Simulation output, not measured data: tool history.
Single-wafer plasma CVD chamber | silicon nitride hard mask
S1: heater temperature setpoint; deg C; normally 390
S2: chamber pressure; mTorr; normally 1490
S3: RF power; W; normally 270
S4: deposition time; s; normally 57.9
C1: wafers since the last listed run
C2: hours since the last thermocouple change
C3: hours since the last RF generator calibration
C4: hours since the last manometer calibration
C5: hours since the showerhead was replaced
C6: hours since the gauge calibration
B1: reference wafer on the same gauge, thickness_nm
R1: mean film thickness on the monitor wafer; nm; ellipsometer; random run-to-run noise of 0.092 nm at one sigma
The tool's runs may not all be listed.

run,hour,S1,S2,S3,S4,C1,C2,C3,C4,C5,C6,B1,R1
1,0,390,1490,305,61.6,0,1086.3,2053.5,2485.2,5516.6,29.3,67.186,66.993
2,16.1,390,1490,305,61.6,223,1102.4,2069.6,2501.3,5532.7,45.4,67.182,66.723
3,31.7,390,1490,305,61.6,216,1118,2085.2,2516.9,5548.3,61,67.2,66.528
4,39,390,1490,270,57.9,101,1125.3,2092.5,2524.2,5555.6,68.3,67.177,55.839
5,51.4,390,1490,270,57.9,171,1137.7,2104.9,2536.6,5568,80.7,67.194,55.756
6,69.2,390,1490,290,57.9,246,1155.5,2122.7,2554.4,5585.8,98.5,67.228,59.617
7,79.5,390,1330,270,57.9,142,1165.8,2133,2564.7,5596.1,108.8,67.182,54.415
# hour 87.8: thermocouple changed; heater temperature recalibrated
# hour 102.5: showerhead replaced
8,103,390,1330,270,57.9,103,15.2,2156.5,2588.2,0.5,132.3,67.212,54.214
9,114.8,390,1330,270,57.9,163,27,2168.3,2600,12.3,144.1,67.218,54.216
10,121,402,1770,325,57.9,85,33.2,2174.5,2606.2,18.5,150.3,67.203,68.16
11,133.5,390,1330,270,57.9,173,45.7,2187,2618.7,31,162.8,67.162,54.331
# hour 135.8: gauge calibrated
# hour 153.7: RF generator calibrated
12,154.2,390,1190,270,53.4,176,66.4,0.5,2639.4,51.7,18.4,67.222,53.933
13,157.1,390,1490,270,57.9,40,69.3,3.4,2642.3,54.6,21.3,67.202,61.326
# hour 179.3: capacitance manometer re-zeroed and calibrated
14,179.8,382,1490,270,57.9,203,92,26.1,0.5,77.3,44,67.194,61.419
15,191.1,379,1370,245,68.7,156,103.3,37.4,11.8,88.6,55.3,67.166,64.96
16,202,384,1230,220,57.9,151,114.2,48.3,22.7,99.5,66.2,67.201,47.435
17,208.2,390,1490,270,57.9,85,120.4,54.5,28.9,105.7,72.4,67.207,61.04
18,215,382,1490,270,57.9,94,127.2,61.3,35.7,112.5,79.2,67.2,61.173
19,228.9,380,1490,270,57.9,192,141.1,75.2,49.6,126.4,93.1,67.206,61.275

Below, some changes in R1 between adjacent runs. For each, the amount present without the hidden state too (settings, incoming material, random variation) and the amount remaining for the hidden state with gauge scatter not shared by both compared results:
What the log doesn't record here: wafer temperature above the value expected at the setpoint (K); delivered RF power above the setpoint (%); true pressure above the setpoint (%); gauge reads high (%).
Run 11 -> 12: S2 1330 -> 1190, S4 57.9 -> 53.4, gauge calibrated, RF generator calibrated. R1 -0.398 nm: hidden state +5.62, all else -6.018.
Run 15 -> 16: S1 379 -> 384, S2 1370 -> 1230, S3 245 -> 220, S4 68.7 -> 57.9. R1 -17.525 nm: hidden state +0.102, all else -17.627.
